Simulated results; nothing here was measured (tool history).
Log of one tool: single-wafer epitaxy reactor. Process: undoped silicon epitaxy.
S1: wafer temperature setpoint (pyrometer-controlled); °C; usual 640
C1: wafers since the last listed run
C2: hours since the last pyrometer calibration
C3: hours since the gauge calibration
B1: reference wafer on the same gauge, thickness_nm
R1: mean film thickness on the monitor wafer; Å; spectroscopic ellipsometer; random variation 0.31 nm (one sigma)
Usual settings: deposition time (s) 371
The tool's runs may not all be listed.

{"run": 1, "day": 0.0, "S1": 640, "deposition time (s)": 329, "C1": 0, "C2": 917.6, "C3": 516.1, "B1": 46.383, "R1": 461.45}
{"run": 2, "day": 1.583, "S1": 640, "deposition time (s)": 329, "C1": 247, "C2": 955.6, "C3": 554.1, "B1": 46.446, "R1": 460.25}
{"run": 3, "day": 3.408, "S1": 640, "deposition time (s)": 371, "C1": 284, "C2": 999.4, "C3": 597.9, "B1": 46.389, "R1": 518.87}
{"run": 4, "day": 4.675, "S1": 640, "deposition time (s)": 371, "C1": 197, "C2": 1029.8, "C3": 628.3, "B1": 46.407, "R1": 521.9}
{"run": 5, "day": 7.462, "S1": 640, "deposition time (s)": 371, "C1": 435, "C2": 1096.7, "C3": 695.2, "B1": 46.369, "R1": 517.66}
{"run": 6, "day": 8.946, "S1": 640, "deposition time (s)": 345, "C1": 231, "C2": 1132.3, "C3": 730.8, "B1": 46.392, "R1": 477.33}
{"run": 7, "day": 11.696, "S1": 640, "deposition time (s)": 345, "C1": 429, "C2": 1198.3, "C3": 796.8, "B1": 46.252, "R1": 479.64}
{"run": 8, "day": 14.462, "S1": 640, "deposition time (s)": 345, "C1": 431, "C2": 1264.7, "C3": 863.2, "B1": 46.464, "R1": 482.4}
{"run": 9, "day": 15.967, "S1": 640, "deposition time (s)": 371, "C1": 234, "C2": 1300.8, "C3": 899.3, "B1": 46.354, "R1": 518.39}
{"run": 10, "day": 18.292, "S1": 629, "deposition time (s)": 331, "C1": 363, "C2": 1356.6, "C3": 955.1, "B1": 46.431, "R1": 346.92}
{"run": 11, "day": 20.533, "S1": 650, "deposition time (s)": 403, "C1": 350, "C2": 1410.4, "C3": 1008.9, "B1": 46.292, "R1": 722.83}
{"day": 20.762, "done": "gauge calibrated"}
{"run": 12, "day": 22.633, "S1": 649, "deposition time (s)": 444, "C1": 327, "C2": 1460.8, "C3": 44.9, "B1": 46.365, "R1": 778.01}
{"run": 13, "day": 23.854, "S1": 640, "deposition time (s)": 371, "C1": 190, "C2": 1490.1, "C3": 74.2, "B1": 46.377, "R1": 515.16}
{"run": 14, "day": 26.8, "S1": 640, "deposition time (s)": 371, "C1": 459, "C2": 1560.8, "C3": 144.9, "B1": 46.252, "R1": 513.6}
{"day": 27.958, "done": "pyrometer calibrated"}
{"run": 15, "day": 28.421, "S1": 633, "deposition time (s)": 371, "C1": 201, "C2": 11.1, "C3": 183.8, "B1": 46.38, "R1": 461.25}
{"run": 16, "day": 30.938, "S1": 628, "deposition time (s)": 371, "C1": 392, "C2": 71.5, "C3": 244.2, "B1": 46.423, "R1": 399.38}
{"run": 17, "day": 32.658, "S1": 653, "deposition time (s)": 305, "C1": 268, "C2": 112.8, "C3": 285.5, "B1": 46.308, "R1": 618.18}
{"run": 18, "day": 35.633, "S1": 629, "deposition time (s)": 324, "C1": 464, "C2": 184.2, "C3": 356.9, "B1": 46.456, "R1": 353.88}
{"run": 19, "day": 38.612, "S1": 640, "deposition time (s)": 371, "C1": 465, "C2": 255.7, "C3": 428.4, "B1": 46.455, "R1": 537.26}

5 ways to go on from here, each from the tool as it stands after run 19. What would each give?
{"run": "A", "day": 38.633, "S1": 640, "deposition time (s)": 371, "C1": 3, "C2": 256.2, "C3": 428.9, "B1": "?", "R1": "?"}
{"run": "B", "day": 38.633, "S1": 634, "deposition time (s)": 439, "C1": 3, "C2": 256.2, "C3": 428.9, "B1": "?", "R1": "?"}
{"run": "C", "day": 38.633, "S1": 629, "deposition time (s)": 341, "C1": 3, "C2": 256.2, "C3": 428.9, "B1": "?", "R1": "?"}
{"run": "D", "day": 38.633, "S1": 654, "deposition time (s)": 402, "C1": 3, "C2": 256.2, "C3": 428.9, "B1": "?", "R1": "?"}
{"run": "E", "day": 38.633, "S1": 640, "deposition time (s)": 349, "C1": 3, "C2": 256.2, "C3": 428.9, "B1": "?", "R1": "?"}

run=A B1=46.406 R1=537.13
run=B B1=46.406 R1=544.96
run=C B1=46.406 R1=371.71
run=D B1=46.406 R1=825.99
run=E B1=46.406 R1=505.27
Without the tool's hidden state the same runs would have given:
run=A R1=549.95
run=B R1=558.17
run=C R1=380.84
run=D R1=845.03
run=E R1=517.34

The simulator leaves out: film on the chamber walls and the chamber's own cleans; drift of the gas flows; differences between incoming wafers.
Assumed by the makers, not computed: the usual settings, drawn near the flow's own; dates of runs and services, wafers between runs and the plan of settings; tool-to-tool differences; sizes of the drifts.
